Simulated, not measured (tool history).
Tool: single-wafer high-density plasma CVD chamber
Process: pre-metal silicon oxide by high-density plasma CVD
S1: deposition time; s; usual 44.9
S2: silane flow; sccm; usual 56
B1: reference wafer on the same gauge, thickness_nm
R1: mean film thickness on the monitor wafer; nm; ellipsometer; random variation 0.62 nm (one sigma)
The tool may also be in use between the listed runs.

run,hour,S1,S2,B1,R1
1,0,44.9,56,209.082,250.703
2,14.1,44.9,56,209.024,251.369
3,37.7,44.9,56,209.056,252.344
4,67.6,44.9,56,208.919,251.874
5,88.1,44.9,49,208.778,220.857
6,121.7,44.9,49,209.1,221.323
7,144.9,44.9,49,208.769,220.678
8,170.7,44.9,59,209.124,266.78
9,198.2,42.7,56,208.957,240.652
10,231.6,42.7,56,208.952,241.021
11,249.6,38.6,56,209.164,218.034
12,276.4,51.1,62,209.131,319.714
13,306.2,51.7,61,209.052,319.2
14,334.4,37.7,56,208.94,213.176
15,360,44.9,56,208.836,255.329
16,395.3,44.9,56,209.058,253.818
# hour 429.4: silane flow controller replaced
17,429.9,52.9,63,208.97,347.011
18,489.4,38.2,52,208.954,206.968
# hour 506.4: gauge calibrated
19,545.8,44.9,66,209.202,309.181
20,569.1,50.8,56,209.185,297.063
# hour 578.8: silane flow controller replaced, repeated, since the last time left the tool worse
21,602.5,51.3,65,209.081,323.006
22,622,44.9,56,209.039,243.497
23,644.8,53.6,49,208.896,255.802
24,707.1,44.9,56,209.025,243.008

5 ways to go on from here, each from the tool as it stands after run 24. What would each give?
A,707.5,41.7,56,?,?
B,707.5,39.6,53,?,?
C,707.5,40.8,48,?,?
D,707.5,44.9,52,?,?
E,707.5,40.1,56,?,?

run,B1,R1
A,209.091,227.579
B,209.091,204.54
C,209.091,190.858
D,209.091,227.54
E,209.091,218.847
Without the tool's hidden state the same runs would have given:
run,R1
A,227.044
B,204.059
C,190.409
D,227.005
E,218.332
